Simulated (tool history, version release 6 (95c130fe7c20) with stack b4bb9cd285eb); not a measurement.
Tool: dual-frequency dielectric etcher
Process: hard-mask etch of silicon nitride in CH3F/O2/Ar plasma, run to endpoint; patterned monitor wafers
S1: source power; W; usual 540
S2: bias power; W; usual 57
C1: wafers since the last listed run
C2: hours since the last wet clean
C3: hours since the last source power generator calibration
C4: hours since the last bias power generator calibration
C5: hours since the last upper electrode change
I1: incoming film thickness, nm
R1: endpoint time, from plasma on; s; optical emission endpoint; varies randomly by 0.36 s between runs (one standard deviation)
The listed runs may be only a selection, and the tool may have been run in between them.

{"run": 1, "hour": 0.0, "S1": 540, "S2": 66, "C1": 0, "C2": 264.2, "C3": 3284.5, "C4": 1666.2, "C5": 3516.4, "I1": 33.79, "R1": 46.5}
{"run": 2, "hour": 26.8, "S1": 540, "S2": 66, "C1": 364, "C2": 291, "C3": 3311.3, "C4": 1693, "C5": 3543.2, "I1": 33.48, "R1": 45.8}
{"run": 3, "hour": 53.8, "S1": 540, "S2": 57, "C1": 367, "C2": 318, "C3": 3338.3, "C4": 1720, "C5": 3570.2, "I1": 33.53, "R1": 47}
{"run": 4, "hour": 95.6, "S1": 540, "S2": 57, "C1": 568, "C2": 359.8, "C3": 3380.1, "C4": 1761.8, "C5": 3612, "I1": 33.68, "R1": 47.5}
{"hour": 125.8, "done": "wet clean of the chamber"}
{"run": 5, "hour": 150.0, "S1": 540, "S2": 57, "C1": 413, "C2": 24.2, "C3": 3434.5, "C4": 1816.2, "C5": 3666.4, "I1": 34, "R1": 48.3}
{"run": 6, "hour": 180.1, "S1": 540, "S2": 57, "C1": 409, "C2": 54.3, "C3": 3464.6, "C4": 1846.3, "C5": 3696.5, "I1": 33.34, "R1": 46.6}
{"run": 7, "hour": 248.7, "S1": 540, "S2": 57, "C1": 933, "C2": 122.9, "C3": 3533.2, "C4": 1914.9, "C5": 3765.1, "I1": 33.52, "R1": 47.4}
{"run": 8, "hour": 305.3, "S1": 540, "S2": 57, "C1": 769, "C2": 179.5, "C3": 3589.8, "C4": 1971.5, "C5": 3821.7, "I1": 33.78, "R1": 48.1}
{"run": 9, "hour": 369.4, "S1": 540, "S2": 57, "C1": 871, "C2": 243.6, "C3": 3653.9, "C4": 2035.6, "C5": 3885.8, "I1": 33.24, "R1": 47}
{"hour": 490.1, "done": "wet clean of the chamber"}
{"run": 10, "hour": 545.8, "S1": 600, "S2": 57, "C1": 2072, "C2": 55.7, "C3": 3830.3, "C4": 2212, "C5": 4062.2, "I1": 33.75, "R1": 44.8}
{"run": 11, "hour": 581.9, "S1": 600, "S2": 57, "C1": 491, "C2": 91.8, "C3": 3866.4, "C4": 2248.1, "C5": 4098.3, "I1": 33.46, "R1": 44.2}
{"run": 12, "hour": 637.6, "S1": 590, "S2": 50, "C1": 757, "C2": 147.5, "C3": 3922.1, "C4": 2303.8, "C5": 4154, "I1": 33.83, "R1": 47}
{"run": 13, "hour": 692.2, "S1": 590, "S2": 50, "C1": 742, "C2": 202.1, "C3": 3976.7, "C4": 2358.4, "C5": 4208.6, "I1": 33.54, "R1": 47}
{"hour": 723.0, "done": "source power generator calibrated"}
{"run": 14, "hour": 724.3, "S1": 630, "S2": 57, "C1": 382, "C2": 234.2, "C3": 1.3, "C4": 2390.5, "C5": 4240.7, "I1": 33.68, "R1": 43.7}
{"run": 15, "hour": 758.4, "S1": 590, "S2": 69, "C1": 463, "C2": 268.3, "C3": 35.4, "C4": 2424.6, "C5": 4274.8, "I1": 33.58, "R1": 43.1}
{"hour": 794.7, "done": "upper electrode replaced"}
{"hour": 803.1, "done": "bias power generator calibrated"}
{"run": 16, "hour": 826.5, "S1": 640, "S2": 49, "C1": 545, "C2": 336.4, "C3": 103.5, "C4": 23.4, "C5": 31.8, "I1": 33.18, "R1": 44.5}
{"run": 17, "hour": 882.3, "S1": 500, "S2": 45, "C1": 758, "C2": 392.2, "C3": 159.3, "C4": 79.2, "C5": 87.6, "I1": 33.35, "R1": 52.6}
{"hour": 934.4, "done": "wet clean of the chamber"}
{"run": 18, "hour": 934.9, "S1": 440, "S2": 69, "C1": 389, "C2": 0.5, "C3": 211.9, "C4": 131.8, "C5": 140.2, "I1": 33.76, "R1": 52.3}
{"run": 19, "hour": 978.1, "S1": 540, "S2": 49, "C1": 587, "C2": 43.7, "C3": 255.1, "C4": 175, "C5": 183.4, "I1": 33.77, "R1": 49.6}
{"run": 20, "hour": 1041.6, "S1": 630, "S2": 48, "C1": 863, "C2": 107.2, "C3": 318.6, "C4": 238.5, "C5": 246.9, "I1": 33.47, "R1": 44.8}
{"run": 21, "hour": 1098.0, "S1": 540, "S2": 66, "C1": 767, "C2": 163.6, "C3": 375, "C4": 294.9, "C5": 303.3, "I1": 33.5, "R1": 45.1}
{"run": 22, "hour": 1127.0, "S1": 540, "S2": 44, "C1": 394, "C2": 192.6, "C3": 404, "C4": 323.9, "C5": 332.3, "I1": 33.69, "R1": 50.4}
{"run": 23, "hour": 1174.0, "S1": 540, "S2": 68, "C1": 639, "C2": 239.6, "C3": 451, "C4": 370.9, "C5": 379.3, "I1": 33.52, "R1": 45.4}
{"run": 24, "hour": 1223.5, "S1": 650, "S2": 67, "C1": 673, "C2": 289.1, "C3": 500.5, "C4": 420.4, "C5": 428.8, "I1": 33.9, "R1": 41.4}
{"run": 25, "hour": 1252.3, "S1": 540, "S2": 57, "C1": 391, "C2": 317.9, "C3": 529.3, "C4": 449.2, "C5": 457.6, "I1": 33.63, "R1": 47.9}
{"run": 26, "hour": 1301.9, "S1": 680, "S2": 57, "C1": 674, "C2": 367.5, "C3": 578.9, "C4": 498.8, "C5": 507.2, "I1": 33.76, "R1": 42.2}

Below are 4 alternative next runs, each starting from the tool's condition after run 26. Predict each:
{"run": "A", "hour": 1302.3, "S1": 540, "S2": 57, "C1": 5, "C2": 367.9, "C3": 579.3, "C4": 499.2, "C5": 507.6, "I1": 33.46, "R1": "?"}
{"run": "B", "hour": 1302.3, "S1": 620, "S2": 63, "C1": 5, "C2": 367.9, "C3": 579.3, "C4": 499.2, "C5": 507.6, "I1": 33.46, "R1": "?"}
{"run": "C", "hour": 1302.3, "S1": 500, "S2": 61, "C1": 5, "C2": 367.9, "C3": 579.3, "C4": 499.2, "C5": 507.6, "I1": 33.46, "R1": "?"}
{"run": "D", "hour": 1302.3, "S1": 540, "S2": 45, "C1": 5, "C2": 367.9, "C3": 579.3, "C4": 499.2, "C5": 507.6, "I1": 33.46, "R1": "?"}

run=A R1=47.2
run=B R1=42.4
run=C R1=48.7
run=D R1=50
Without the tool's hidden state the same runs would have given:
run=A R1=47.2
run=B R1=42.4
run=C R1=48.7
run=D R1=50
